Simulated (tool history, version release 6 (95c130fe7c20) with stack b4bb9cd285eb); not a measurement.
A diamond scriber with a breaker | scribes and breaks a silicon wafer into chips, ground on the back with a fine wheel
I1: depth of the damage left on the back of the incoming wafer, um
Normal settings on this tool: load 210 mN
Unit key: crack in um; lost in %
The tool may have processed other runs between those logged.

Run 1, hour 0.0: usual settings but load 236 mN; I1 2.38. Result: crack 12.16 um, lost 10.25 %.
Run 2, hour 33.1: usual settings; I1 1.79. Result: crack 10.83 um, lost 3.65 %.
Run 3, hour 53.0: usual settings; I1 2.58. Result: crack 10.56 um, lost 5.20 %.
Run 4, hour 77.6: usual settings; I1 2.31. Result: crack 10.62 um, lost 5.05 %.
Run 5, hour 92.1: usual settings but load 180 mN; I1 2.66. Result: crack 9.14 um, lost 5.10 %.
Run 6, hour 116.5: usual settings; I1 2.93. Result: crack 10.65 um, lost 6.14 %.
At hour 120.2: diamond tip replaced by a new one.
Run 7, hour 145.4: usual settings; I1 1.77. Result: crack 11.08 um, lost 4.33 %.
Run 8, hour 179.5: usual settings; I1 2.01. Result: crack 10.90 um, lost 4.88 %.
Run 9, hour 194.1: usual settings but load 189 mN; I1 1.64. Result: crack 9.36 um, lost 2.47 %.
Run 10, hour 219.2: usual settings but load 189 mN; I1 2.71. Result: crack 9.34 um, lost 4.37 %.
Run 11, hour 254.8: usual settings but load 189 mN; I1 2.41. Result: crack 9.77 um, lost 3.02 %.
Run 12, hour 290.0: usual settings; I1 1.60. Result: crack 11.27 um, lost 4.94 %.
Run 13, hour 314.7: usual settings but load 250 mN; I1 2.15. Result: crack 13.35 um, lost 17.61 %.
Run 14, hour 348.7: usual settings but load 250 mN; I1 1.61. Result: crack 13.58 um, lost 15.50 %.
Run 15, hour 382.3: usual settings but load 250 mN; I1 2.40. Result: crack 13.40 um, lost 17.09 %.
Run 16, hour 398.7: usual settings; I1 2.88. Result: crack 11.18 um, lost 6.71 %.
Run 17, hour 420.5: usual settings; I1 2.27. Result: crack 11.20 um, lost 6.05 %.
Run 18, hour 445.7: usual settings; I1 2.46. Result: crack 11.13 um, lost 6.45 %.
Run 19, hour 481.1: usual settings but load 258 mN; I1 2.83. Result: crack 13.96 um, lost 20.80 %.
Run 20, hour 505.2: usual settings but load 252 mN; I1 2.05. Result: crack 13.51 um, lost 18.19 %.
Run 21, hour 525.8: usual settings but load 254 mN; I1 2.59. Result: crack 13.84 um, lost 19.55 %.
Run 22, hour 541.3: usual settings; I1 2.84. Result: crack 11.49 um, lost 7.58 %.
Run 23, hour 559.9: usual settings but load 251 mN; I1 1.79. Result: crack 13.96 um, lost 20.57 %.
Run 24, hour 659.8: usual settings but load 183 mN; I1 1.84. Result: crack 9.72 um, lost 3.09 %.
At hour 668.7: diamond tip replaced by a new one.
Run 25, hour 693.2: usual settings but load 154 mN; I1 1.53. Result: crack 7.74 um, lost 8.48 %.
Run 26, hour 719.9: usual settings; I1 1.74. Result: crack 11.70 um, lost 7.17 %.
Run 27, hour 733.7: usual settings; I1 1.97. Result: crack 11.44 um, lost 7.64 %.
At hour 754.7: load on the tip recalibrated.
Run 28, hour 764.3: usual settings but load 228 mN; I1 2.07. Result: crack 10.56 um, lost 3.78 %.
Run 29, hour 787.9: usual settings but load 232 mN; I1 1.88. Result: crack 11.16 um, lost 4.15 %.
Run 30, hour 869.1: usual settings; I1 2.30. Result: crack 9.68 um, lost 3.36 %.
Run 31, hour 893.6: usual settings; I1 1.63. Result: crack 9.55 um, lost 2.57 %.
Run 32, hour 910.1: usual settings but load 149 mN; I1 1.77. Result: crack 6.01 um, lost 29.09 %.
Run 33, hour 937.9: usual settings but load 177 mN; I1 1.58. Result: crack 7.97 um, lost 7.70 %.
Run 34, hour 951.3: usual settings but load 271 mN; I1 2.82. Result: crack 12.60 um, lost 11.16 %.
Run 35, hour 971.2: usual settings but load 157 mN; I1 2.20. Result: crack 6.67 um, lost 20.35 %.

Each run again, without the hidden state but with its own random variation kept:
Hidden state at play: share of the diamond tip's cutting effectiveness lost through wear, %; deviation of the load on the tip from its setpoint, %.
run  crack   lost
  1  10.88   5.30
  2   9.65   2.30
  3   9.39   4.00
  4   9.42   3.54
  5   8.09   9.96
  6   9.40   5.03
  7   9.75   2.48
  8   9.55   2.91
  9   8.19   4.70
 10   8.15   7.51
 11   8.48   5.34
 12   9.74   2.39
 13  11.51   7.75
 14  11.65   6.42
 15  11.45   7.41
 16   9.53   4.58
 17   9.52   3.24
 18   9.43   3.63
 19  11.77   9.39
 20  11.35   7.20
 21  11.61   8.19
 22   9.61   4.62
 23  11.65   7.66
 24   8.00   7.42
 25   6.34  23.82
 26   9.55   2.42
 27   9.32   2.77
 28  10.49   3.62
 29  11.07   3.95
 30   9.61   3.38
 31   9.47   2.58
 32   5.96  29.95
 33   7.90   8.16
 34  12.49  10.67
 35   6.61  21.14

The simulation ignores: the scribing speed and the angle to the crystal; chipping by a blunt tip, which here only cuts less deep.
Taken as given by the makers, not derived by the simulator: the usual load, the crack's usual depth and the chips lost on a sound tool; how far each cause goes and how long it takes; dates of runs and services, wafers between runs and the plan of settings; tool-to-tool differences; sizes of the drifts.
